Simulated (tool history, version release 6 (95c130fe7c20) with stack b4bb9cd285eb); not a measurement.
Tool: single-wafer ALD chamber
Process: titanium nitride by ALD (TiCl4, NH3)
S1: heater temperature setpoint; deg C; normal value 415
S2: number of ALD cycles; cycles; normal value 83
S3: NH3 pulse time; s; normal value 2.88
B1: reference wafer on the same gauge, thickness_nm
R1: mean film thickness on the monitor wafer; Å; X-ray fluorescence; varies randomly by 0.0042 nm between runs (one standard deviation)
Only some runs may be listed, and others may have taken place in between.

run,hour,S1,S2,S3,B1,R1
1,0,415,83,2.88,1.819,16.62
2,25.7,415,83,2.88,1.82,16.72
3,55.6,415,83,2.88,1.82,16.71
4,115,415,83,2.88,1.821,16.69
5,145.6,415,83,2.88,1.822,16.72
6,166.6,404,83,3.6,1.82,16.77
7,188.3,404,83,3.6,1.821,16.8
8,204.7,415,92,2.88,1.821,18.5
9,236.2,415,92,2.88,1.82,18.5
10,272,412,83,3.39,1.82,16.84
11,297.2,412,83,3.39,1.819,16.78
12,309.4,415,83,3.13,1.82,16.74
13,334.4,415,83,3.13,1.82,16.73
14,350.9,415,83,3.13,1.819,16.77
15,456.9,425,83,2.88,1.818,16.72
16,480.7,425,83,2.88,1.819,16.69
17,510.8,425,83,2.88,1.82,16.74
18,524.6,415,83,2.88,1.821,16.79
19,552.5,410,83,2.37,1.82,16.54
20,584.3,415,83,2.88,1.818,16.69
21,597.9,427,73,3.45,1.82,14.83
22,627.5,404,83,2.58,1.822,16.58
23,735,404,75,3.97,1.82,15.25
24,766.3,415,77,2.88,1.821,15.44
25,795.8,415,83,2.88,1.819,16.71
26,828.3,425,93,3.65,1.819,18.92
27,841.9,415,83,4,1.821,16.87
28,866.9,415,95,2.32,1.82,18.96
29,890.2,425,83,2.88,1.82,16.71
30,922.9,415,83,2.88,1.819,16.68
31,954.2,415,83,3.71,1.822,16.77
32,972.9,411,83,2.88,1.82,16.67
33,986.2,409,94,3.49,1.821,18.96
34,1018.9,427,83,2.88,1.819,16.69
35,1035.9,415,95,2.32,1.819,18.96

Missing from the log above: 3 entries noted between runs. For each, name the pair of listed runs it sits between and say how the tool's hidden condition differs from the listed run just before to the listed run just after:
After run 16, before run 17: showerhead replaced (hour 505.1)
  both runs share identical hidden conditions
After run 18, before run 19: gauge calibrated (hour 529.9)
  both runs share identical hidden conditions
After run 21, before run 22: thermocouple changed; heater temperature recalibrated (hour 621.8)
  both runs share identical hidden conditions
